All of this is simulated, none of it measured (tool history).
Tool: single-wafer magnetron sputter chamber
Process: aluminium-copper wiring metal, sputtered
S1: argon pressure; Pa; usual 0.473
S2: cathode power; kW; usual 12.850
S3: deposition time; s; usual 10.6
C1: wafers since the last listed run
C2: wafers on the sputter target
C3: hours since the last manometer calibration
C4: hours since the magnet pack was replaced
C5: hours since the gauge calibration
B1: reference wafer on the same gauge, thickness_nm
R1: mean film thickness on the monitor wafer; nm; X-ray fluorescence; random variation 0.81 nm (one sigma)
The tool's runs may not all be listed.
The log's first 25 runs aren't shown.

Run 26, day 14.133: usual settings but S1 0.367 Pa, S2 15.200 kW; C1 243; C2 5315; C3 172.2; C4 4578.6; C5 138.7; B1 285.005. Result: R1 301.783 nm.
At day 14.538: sputter target and shields replaced.
At day 14.867: magnet pack replaced.
Run 27, day 14.888: usual settings but S2 10.600 kW, S3 11.6 s; C1 80; C2 17; C3 190.3; C4 0.5; C5 156.8; B1 284.999. Result: R1 218.041 nm.
Run 28, day 16.329: usual settings but S1 0.599 Pa, S2 14.050 kW, S3 9.7 s; C1 1298; C2 1316; C3 224.9; C4 35.1; C5 191.4; B1 284.904. Result: R1 225.198 nm.
Run 29, day 17.012: usual settings; C1 615; C2 1932; C3 241.3; C4 51.5; C5 207.8; B1 285.311. Result: R1 241.008 nm.
Run 30, day 17.725: usual settings but S2 14.700 kW, S3 8.7 s; C1 641; C2 2573; C3 258.4; C4 68.6; C5 224.9; B1 284.972. Result: R1 225.979 nm.
Run 31, day 18.462: usual settings but S1 0.397 Pa, S2 11.600 kW, S3 9.3 s; C1 664; C2 3238; C3 276.1; C4 86.3; C5 242.6; B1 284.842. Result: R1 197.693 nm.
Run 32, day 19.133: usual settings but S2 10.400 kW; C1 604; C2 3842; C3 292.2; C4 102.4; C5 258.7; B1 285.000. Result: R1 193.658 nm.
At day 19.933: sputter target and shields replaced.
Run 33, day 19.954: usual settings but S1 0.599 Pa, S2 14.050 kW, S3 9.7 s; C1 439; C2 18; C3 311.9; C4 122.1; C5 278.4; B1 284.967. Result: R1 225.092 nm.
Run 34, day 20.229: usual settings but S1 0.551 Pa, S2 15.400 kW; C1 247; C2 266; C3 318.5; C4 128.7; C5 285.0; B1 284.903. Result: R1 279.074 nm.

Forecast each of these 5 alternatives for the next run:
Run A, day 20.246: usual settings but S1 0.411 Pa; C1 15; C2 281; C3 318.9; C4 129.1; C5 285.4; B1 ?. Result: R1 ?.
Run B, day 20.246: usual settings but S2 15.800 kW, S3 11.6 s; C1 15; C2 281; C3 318.9; C4 129.1; C5 285.4; B1 ?. Result: R1 ?.
Run C, day 20.246: usual settings but S1 0.537 Pa, S2 10.900 kW, S3 12.4 s; C1 15; C2 281; C3 318.9; C4 129.1; C5 285.4; B1 ?. Result: R1 ?.
Run D, day 20.246: usual settings but S1 0.390 Pa, S2 14.450 kW, S3 9.1 s; C1 15; C2 281; C3 318.9; C4 129.1; C5 285.4; B1 ?. Result: R1 ?.
Run E, day 20.246: usual settings but S1 0.306 Pa, S2 14.150 kW; C1 15; C2 281; C3 318.9; C4 129.1; C5 285.4; B1 ?. Result: R1 ?.

run       B1       R1
  A  285.210  250.947
  B  285.210  326.144
  C  285.210  232.162
  D  285.210  245.153
  E  285.210  293.387
Without the tool's hidden state the same runs would have given:
run       R1
  A  251.528
  B  326.898
  C  232.699
  D  245.720
  E  294.066

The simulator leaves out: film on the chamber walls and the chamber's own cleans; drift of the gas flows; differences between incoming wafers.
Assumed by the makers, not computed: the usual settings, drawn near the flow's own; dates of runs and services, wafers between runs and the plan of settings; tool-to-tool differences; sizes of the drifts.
